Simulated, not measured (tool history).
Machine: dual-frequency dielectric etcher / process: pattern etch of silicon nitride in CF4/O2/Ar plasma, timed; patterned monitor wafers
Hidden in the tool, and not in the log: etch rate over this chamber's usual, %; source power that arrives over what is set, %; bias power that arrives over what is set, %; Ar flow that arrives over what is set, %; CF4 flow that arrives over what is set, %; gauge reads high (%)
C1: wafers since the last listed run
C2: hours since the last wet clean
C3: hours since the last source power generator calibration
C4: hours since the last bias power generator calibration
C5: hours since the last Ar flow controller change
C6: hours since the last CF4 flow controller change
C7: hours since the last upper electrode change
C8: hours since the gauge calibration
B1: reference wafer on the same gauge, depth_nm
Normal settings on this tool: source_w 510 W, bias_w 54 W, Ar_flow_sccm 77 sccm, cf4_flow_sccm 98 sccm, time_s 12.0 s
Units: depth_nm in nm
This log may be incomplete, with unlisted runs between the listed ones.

run 1 hour=0.0 | source_w=510 bias_w=54 Ar_flow_sccm=77 cf4_flow_sccm=98 time_s=12.0 | C1=0 C2=273.3 C3=1633.6 C4=1654.9 C5=5639.1 C6=4843.1 C7=3630.5 C8=182.6 | B1=22.79 | depth_nm=24.69
run 2 hour=17.1 | source_w=510 bias_w=54 Ar_flow_sccm=77 cf4_flow_sccm=98 time_s=12.0 | C1=416 C2=290.4 C3=1650.7 C4=1672.0 C5=5656.2 C6=4860.2 C7=3647.6 C8=199.7 | B1=22.81 | depth_nm=24.68
run 3 hour=33.5 | source_w=510 bias_w=54 Ar_flow_sccm=77 cf4_flow_sccm=98 time_s=12.0 | C1=399 C2=306.8 C3=1667.1 C4=1688.4 C5=5672.6 C6=4876.6 C7=3664.0 C8=216.1 | B1=22.80 | depth_nm=24.51
run 4 hour=49.7 | source_w=510 bias_w=54 Ar_flow_sccm=77 cf4_flow_sccm=98 time_s=12.0 | C1=394 C2=323.0 C3=1683.3 C4=1704.6 C5=5688.8 C6=4892.8 C7=3680.2 C8=232.3 | B1=22.80 | depth_nm=24.51
run 5 hour=55.8 | source_w=510 bias_w=54 Ar_flow_sccm=77 cf4_flow_sccm=98 time_s=12.0 | C1=148 C2=329.1 C3=1689.4 C4=1710.7 C5=5694.9 C6=4898.9 C7=3686.3 C8=238.4 | B1=22.82 | depth_nm=24.47
run 6 hour=63.3 | source_w=510 bias_w=54 Ar_flow_sccm=77 cf4_flow_sccm=98 time_s=12.0 | C1=182 C2=336.6 C3=1696.9 C4=1718.2 C5=5702.4 C6=4906.4 C7=3693.8 C8=245.9 | B1=22.77 | depth_nm=24.37
-- hour=68.3 source power generator calibrated
run 7 hour=73.0 | source_w=600 bias_w=54 Ar_flow_sccm=77 cf4_flow_sccm=98 time_s=12.0 | C1=138 C2=346.3 C3=4.7 C4=1727.9 C5=5712.1 C6=4916.1 C7=3703.5 C8=255.6 | B1=22.80 | depth_nm=28.78
-- hour=97.3 wet clean of the chamber
run 8 hour=97.8 | source_w=600 bias_w=54 Ar_flow_sccm=77 cf4_flow_sccm=98 time_s=12.0 | C1=19 C2=0.5 C3=29.5 C4=1752.7 C5=5736.9 C6=4940.9 C7=3728.3 C8=280.4 | B1=22.82 | depth_nm=30.22
run 9 hour=98.2 | source_w=510 bias_w=54 Ar_flow_sccm=77 cf4_flow_sccm=98 time_s=12.0 | C1=9 C2=0.9 C3=29.9 C4=1753.1 C5=5737.3 C6=4941.3 C7=3728.7 C8=280.8 | B1=22.80 | depth_nm=25.63
run 10 hour=103.5 | source_w=510 bias_w=54 Ar_flow_sccm=77 cf4_flow_sccm=98 time_s=12.0 | C1=129 C2=6.2 C3=35.2 C4=1758.4 C5=5742.6 C6=4946.6 C7=3734.0 C8=286.1 | B1=22.82 | depth_nm=25.53
run 11 hour=110.9 | source_w=510 bias_w=54 Ar_flow_sccm=68 cf4_flow_sccm=98 time_s=12.0 | C1=180 C2=13.6 C3=42.6 C4=1765.8 C5=5750.0 C6=4954.0 C7=3741.4 C8=293.5 | B1=22.79 | depth_nm=26.28
run 12 hour=123.7 | source_w=510 bias_w=54 Ar_flow_sccm=68 cf4_flow_sccm=98 time_s=12.0 | C1=311 C2=26.4 C3=55.4 C4=1778.6 C5=5762.8 C6=4966.8 C7=3754.2 C8=306.3 | B1=22.83 | depth_nm=25.98
-- hour=140.1 gauge calibrated
-- hour=150.2 upper electrode replaced, of another model than before
run 13 hour=150.7 | source_w=390 bias_w=48 Ar_flow_sccm=77 cf4_flow_sccm=87 time_s=14.0 | C1=73 C2=53.4 C3=82.4 C4=1805.6 C5=5789.8 C6=4993.8 C7=0.5 C8=10.6 | B1=22.80 | depth_nm=18.91
run 14 hour=151.0 | source_w=510 bias_w=54 Ar_flow_sccm=68 cf4_flow_sccm=98 time_s=12.0 | C1=7 C2=53.7 C3=82.7 C4=1805.9 C5=5790.1 C6=4994.1 C7=0.8 C8=10.9 | B1=22.78 | depth_nm=26.00
-- hour=165.7 CF4 flow controller replaced
-- hour=170.0 Ar flow controller replaced
-- hour=170.4 bias power generator calibrated
run 15 hour=170.9 | source_w=510 bias_w=63 Ar_flow_sccm=64 cf4_flow_sccm=98 time_s=8.5 | C1=223 C2=73.6 C3=102.6 C4=0.5 C5=0.9 C6=5.2 C7=20.7 C8=30.8 | B1=22.81 | depth_nm=19.96
run 16 hour=172.2 | source_w=510 bias_w=54 Ar_flow_sccm=77 cf4_flow_sccm=98 time_s=11.0 | C1=31 C2=74.9 C3=103.9 C4=1.8 C5=2.2 C6=6.5 C7=22.0 C8=32.1 | B1=22.79 | depth_nm=23.31
run 17 hour=178.7 | source_w=470 bias_w=54 Ar_flow_sccm=77 cf4_flow_sccm=98 time_s=14.5 | C1=158 C2=81.4 C3=110.4 C4=8.3 C5=8.7 C6=13.0 C7=28.5 C8=38.6 | B1=22.81 | depth_nm=27.71
run 18 hour=185.8 | source_w=510 bias_w=54 Ar_flow_sccm=77 cf4_flow_sccm=98 time_s=12.0 | C1=172 C2=88.5 C3=117.5 C4=15.4 C5=15.8 C6=20.1 C7=35.6 C8=45.7 | B1=22.78 | depth_nm=25.24
run 19 hour=193.8 | source_w=510 bias_w=59 Ar_flow_sccm=77 cf4_flow_sccm=98 time_s=12.0 | C1=194 C2=96.5 C3=125.5 C4=23.4 C5=23.8 C6=28.1 C7=43.6 C8=53.7 | B1=22.81 | depth_nm=26.63
run 20 hour=206.1 | source_w=510 bias_w=49 Ar_flow_sccm=71 cf4_flow_sccm=98 time_s=10.0 | C1=299 C2=108.8 C3=137.8 C4=35.7 C5=36.1 C6=40.4 C7=55.9 C8=66.0 | B1=22.80 | depth_nm=20.34
run 21 hour=221.9 | source_w=510 bias_w=54 Ar_flow_sccm=77 cf4_flow_sccm=98 time_s=12.0 | C1=384 C2=124.6 C3=153.6 C4=51.5 C5=51.9 C6=56.2 C7=71.7 C8=81.8 | B1=22.78 | depth_nm=25.18
run 22 hour=238.1 | source_w=420 bias_w=54 Ar_flow_sccm=70 cf4_flow_sccm=98 time_s=10.0 | C1=394 C2=140.8 C3=169.8 C4=67.7 C5=68.1 C6=72.4 C7=87.9 C8=98.0 | B1=22.81 | depth_nm=16.20

Each row is a separate what-if for the run after 22, all from the same tool condition, not one after another. Results?
run A hour=238.5 | source_w=510 bias_w=54 Ar_flow_sccm=77 cf4_flow_sccm=98 time_s=12.0 | C1=9 C2=141.2 C3=170.2 C4=68.1 C5=68.5 C6=72.8 C7=88.3 C8=98.4 | B1=? | depth_nm=?
run B hour=238.5 | source_w=510 bias_w=54 Ar_flow_sccm=84 cf4_flow_sccm=86 time_s=12.0 | C1=9 C2=141.2 C3=170.2 C4=68.1 C5=68.5 C6=72.8 C7=88.3 C8=98.4 | B1=? | depth_nm=?
run C hour=238.5 | source_w=470 bias_w=54 Ar_flow_sccm=89 cf4_flow_sccm=98 time_s=12.0 | C1=9 C2=141.2 C3=170.2 C4=68.1 C5=68.5 C6=72.8 C7=88.3 C8=98.4 | B1=? | depth_nm=?

run=A B1=22.80 depth_nm=25.07
run=B B1=22.80 depth_nm=24.43
run=C B1=22.80 depth_nm=22.01
With the hidden condition removed and each run's random variation left untouched, the same runs would have given:
run=A depth_nm=25.33
run=B depth_nm=24.69
run=C depth_nm=22.24

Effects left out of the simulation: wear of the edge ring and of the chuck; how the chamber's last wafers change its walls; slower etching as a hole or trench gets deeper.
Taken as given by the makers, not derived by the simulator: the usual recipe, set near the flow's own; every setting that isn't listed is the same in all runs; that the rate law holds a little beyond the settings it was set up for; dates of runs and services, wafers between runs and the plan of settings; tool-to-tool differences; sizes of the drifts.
